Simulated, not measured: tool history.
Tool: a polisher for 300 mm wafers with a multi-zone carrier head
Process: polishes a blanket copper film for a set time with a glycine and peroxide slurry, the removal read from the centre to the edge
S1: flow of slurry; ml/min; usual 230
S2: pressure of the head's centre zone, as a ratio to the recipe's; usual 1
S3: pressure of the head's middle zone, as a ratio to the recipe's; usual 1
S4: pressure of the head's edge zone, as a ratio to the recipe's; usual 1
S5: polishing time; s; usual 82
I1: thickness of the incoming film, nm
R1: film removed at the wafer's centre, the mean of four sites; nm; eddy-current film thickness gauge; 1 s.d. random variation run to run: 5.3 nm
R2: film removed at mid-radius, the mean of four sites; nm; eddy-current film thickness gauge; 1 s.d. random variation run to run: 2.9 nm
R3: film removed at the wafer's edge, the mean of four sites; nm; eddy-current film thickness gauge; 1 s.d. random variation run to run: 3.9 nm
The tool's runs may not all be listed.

Run 1, day 0: usual settings; I1 1173.2. Result: R1 380.3 nm, R2 386.2 nm, R3 382.9 nm.
Run 2, day 1.588: usual settings; I1 1189.3. Result: R1 389.7 nm, R2 384.9 nm, R3 377.9 nm.
Run 3, day 4.229: usual settings; I1 1185.6. Result: R1 378.8 nm, R2 376.5 nm, R3 377.1 nm.
Run 4, day 7.354: usual settings; I1 1178. Result: R1 362.8 nm, R2 370.8 nm, R3 371.2 nm.
At day 9.433: worn pad replaced by a new one.
Run 5, day 10.296: usual settings but S2 0.91, S4 1.12, S5 61 s; I1 1179.7. Result: R1 267.6 nm, R2 291.9 nm, R3 316.9 nm.
At day 11.517: slurry nozzle cleaned.
Run 6, day 12.167: usual settings; I1 1190.3. Result: R1 391.7 nm, R2 394.2 nm, R3 390.3 nm.
At day 15.721: centre zone pressure recalibrated.
Run 7, day 16.117: usual settings; I1 1165.2. Result: R1 387 nm, R2 395 nm, R3 394.6 nm.
Run 8, day 19.225: usual settings but S2 1.07, S3 1.09, S5 62 s; I1 1189.1. Result: R1 318.7 nm, R2 316.2 nm, R3 295.4 nm.
At day 21.967: edge zone pressure recalibrated.
Run 9, day 23.167: usual settings but S2 1.07, S4 1.06; I1 1188.1. Result: R1 408 nm, R2 386.9 nm, R3 392.7 nm.
Run 10, day 26.538: usual settings but S1 260 ml/min, S3 1.1, S4 1.04; I1 1199.1. Result: R1 390.1 nm, R2 418.7 nm, R3 388.4 nm.

The next listed run, before its measurement:
Run 11, day 29.112: usual settings; I1 1180.5. Result: R1 ?, R2 ?, R3 ?.

Run 11 gave R1 365.8 nm, R2 370.7 nm, R3 369.2 nm.
Take away the tool's hidden state, keep the run-to-run variation as it was, and the same run would have given R1 392.2 nm, R2 397.4 nm, R3 395.8 nm.
